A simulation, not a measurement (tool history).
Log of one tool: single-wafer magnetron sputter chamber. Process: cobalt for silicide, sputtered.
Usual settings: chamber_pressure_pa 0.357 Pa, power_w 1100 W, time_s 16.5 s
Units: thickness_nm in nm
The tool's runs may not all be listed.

| run | hour | chamber_pressure_pa | power_w | time_s | wafers since the last listed run | wafers on the sputter target | hours since the last manometer calibration | hours since the magnet pack was replaced | hours since the gauge calibration | read-back reference wafer on the same gauge, thickness_nm | thickness_nm |
|---|---|---|---|---|---|---|---|---|---|---|---|
| 1 | 0.0 | 0.262 | 1100 | 16.5 | 0 | 5598 | 2248.0 | 9040.1 | 84.7 | 10.367 | 9.092 |
|  | 8.5 | sputter target and shields replaced |
| 2 | 15.7 | 0.357 | 1100 | 16.5 | 262 | 246 | 2263.7 | 9055.8 | 100.4 | 10.375 | 8.779 |
| 3 | 24.8 | 0.283 | 1100 | 16.5 | 310 | 556 | 2272.8 | 9064.9 | 109.5 | 10.350 | 9.112 |
|  | 26.5 | gauge calibrated |
| 4 | 37.8 | 0.283 | 1100 | 16.5 | 443 | 999 | 2285.8 | 9077.9 | 11.3 | 10.367 | 9.093 |
| 5 | 44.5 | 0.283 | 1100 | 16.5 | 228 | 1228 | 2292.5 | 9084.6 | 18.0 | 10.349 | 9.141 |
| 6 | 54.3 | 0.357 | 1100 | 14.2 | 334 | 1562 | 2302.3 | 9094.4 | 27.8 | 10.340 | 7.505 |
|  | 75.5 | magnet pack replaced |
| 7 | 76.0 | 0.357 | 1100 | 14.2 | 467 | 2029 | 2324.0 | 0.5 | 49.5 | 10.345 | 7.567 |
| 8 | 85.1 | 0.357 | 1100 | 16.5 | 310 | 2339 | 2333.1 | 9.6 | 58.6 | 10.368 | 8.824 |
| 9 | 102.3 | 0.357 | 1100 | 16.5 | 586 | 2925 | 2350.3 | 26.8 | 75.8 | 10.359 | 8.731 |
| 10 | 119.4 | 0.280 | 900 | 13.5 | 582 | 3508 | 2367.4 | 43.9 | 92.9 | 10.334 | 6.677 |
|  | 137.9 | capacitance manometer re-zeroed and calibrated |
| 11 | 138.4 | 0.357 | 1100 | 16.5 | 374 | 3883 | 0.5 | 62.9 | 111.9 | 10.382 | 8.743 |
| 12 | 143.1 | 0.244 | 1200 | 19.5 | 160 | 4044 | 5.2 | 67.6 | 116.6 | 10.345 | 11.600 |
|  | 154.3 | gauge calibrated |
| 13 | 158.3 | 0.239 | 1300 | 17.6 | 518 | 4562 | 20.4 | 82.8 | 4.0 | 10.344 | 10.844 |
|  | 174.3 | sputter target and shields replaced |
| 14 | 174.8 | 0.303 | 1250 | 15.1 | 289 | 17 | 36.9 | 99.3 | 20.5 | 10.371 | 8.910 |
| 15 | 183.8 | 0.357 | 1100 | 16.5 | 306 | 324 | 45.9 | 108.3 | 29.5 | 10.346 | 8.737 |
| 16 | 199.4 | 0.234 | 1300 | 19.8 | 531 | 855 | 61.5 | 123.9 | 45.1 | 10.344 | 12.315 |
| 17 | 216.4 | 0.357 | 1250 | 16.5 | 579 | 1435 | 78.5 | 140.9 | 62.1 | 10.364 | 9.510 |
| 18 | 224.5 | 0.405 | 1300 | 19.6 | 276 | 1711 | 86.6 | 149.0 | 70.2 | 10.353 | 11.349 |

How the hidden state differs across the entries between the runs, from the last listed run before each to the first after it:
Between runs 1 and 2: sputter target and shields replaced (hour 8.5)
  no hidden state differs between the two runs
Between runs 3 and 4: gauge calibrated (hour 26.5)
  no hidden state differs between the two runs
Between runs 6 and 7: magnet pack replaced (hour 75.5)
  no hidden state differs between the two runs
Between runs 10 and 11: capacitance manometer re-zeroed and calibrated (hour 137.9)
  no hidden state differs between the two runs
Between runs 12 and 13: gauge calibrated (hour 154.3)
  no hidden state differs between the two runs
Between runs 13 and 14: sputter target and shields replaced (hour 174.3)
  no hidden state differs between the two runs

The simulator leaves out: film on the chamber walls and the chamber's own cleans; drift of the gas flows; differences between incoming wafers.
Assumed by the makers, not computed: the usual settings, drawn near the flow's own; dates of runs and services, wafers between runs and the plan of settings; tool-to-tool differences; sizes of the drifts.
